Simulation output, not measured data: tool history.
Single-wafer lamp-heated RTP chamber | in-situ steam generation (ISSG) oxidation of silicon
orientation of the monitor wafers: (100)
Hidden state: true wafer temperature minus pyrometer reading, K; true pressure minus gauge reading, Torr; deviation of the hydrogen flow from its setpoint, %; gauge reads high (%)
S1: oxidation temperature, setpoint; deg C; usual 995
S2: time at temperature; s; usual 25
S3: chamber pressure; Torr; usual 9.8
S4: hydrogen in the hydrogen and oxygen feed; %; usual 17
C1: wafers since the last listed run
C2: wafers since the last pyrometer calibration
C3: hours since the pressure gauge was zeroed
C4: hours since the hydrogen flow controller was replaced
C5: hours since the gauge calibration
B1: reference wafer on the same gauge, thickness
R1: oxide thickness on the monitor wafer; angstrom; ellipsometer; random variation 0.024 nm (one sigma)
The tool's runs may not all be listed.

run,hour,S1,S2,S3,S4,C1,C2,C3,C4,C5,B1,R1
1,0,995,25,9.8,13,0,5710,1952.7,4054,279.2,4.73,50.75
2,58.9,995,25,9.8,13,462,6172,2011.6,4112.9,338.1,4.738,50.65
3,83.8,995,25,9.8,13,195,6367,2036.5,4137.8,363,4.727,50.83
# hour 109.5: gauge calibrated
4,174.6,983,25,9.8,17,712,7080,2127.3,4228.6,65.1,4.721,51.39
# hour 198.2: hydrogen flow controller replaced
5,201.7,983,25,9.8,17,149,7230,2154.4,3.5,92.2,4.735,51.02
# hour 232.5: pressure gauge zeroed
6,246,983,25,9.8,17,284,7515,13.5,47.8,136.5,4.726,51.61
7,282.1,995,25,9.8,17,283,7798,49.6,83.9,172.6,4.729,53.65
# hour 342: pyrometer window cleaned and pyrometer calibrated
8,351.4,982,20,9.8,17,481,73,118.9,153.2,241.9,4.724,44.67
9,419.6,980,31,10.2,11,535,609,187.1,221.4,310.1,4.727,49.76
# hour 435.6: gauge calibrated
10,457.5,995,19,10.2,11,297,906,225,259.3,21.9,4.737,41.88
11,489.7,995,25,9.1,13,252,1159,257.2,291.5,54.1,4.73,50.79
12,541.2,995,25,9.8,21,404,1563,308.7,343,105.6,4.727,54.61
13,581.2,995,25,9.8,21,313,1877,348.7,383,145.6,4.732,55.05
14,614.8,995,25,8.8,17,263,2141,382.3,416.6,179.2,4.722,52.95

The tool's hidden state at each run:
true pressure minus gauge reading, Torr: 0 in every run
deviation of the hydrogen flow from its setpoint, %: 0 in every run
gauge reads high (%): 0 in every run
H1: true wafer temperature minus pyrometer reading, K
run,H1
1,7.15
2,7.59
3,7.78
4,8.45
5,8.66
6,8.99
7,9.26
8,1.73
9,2.23
10,2.52
11,2.76
12,3.14
13,3.44
14,3.69
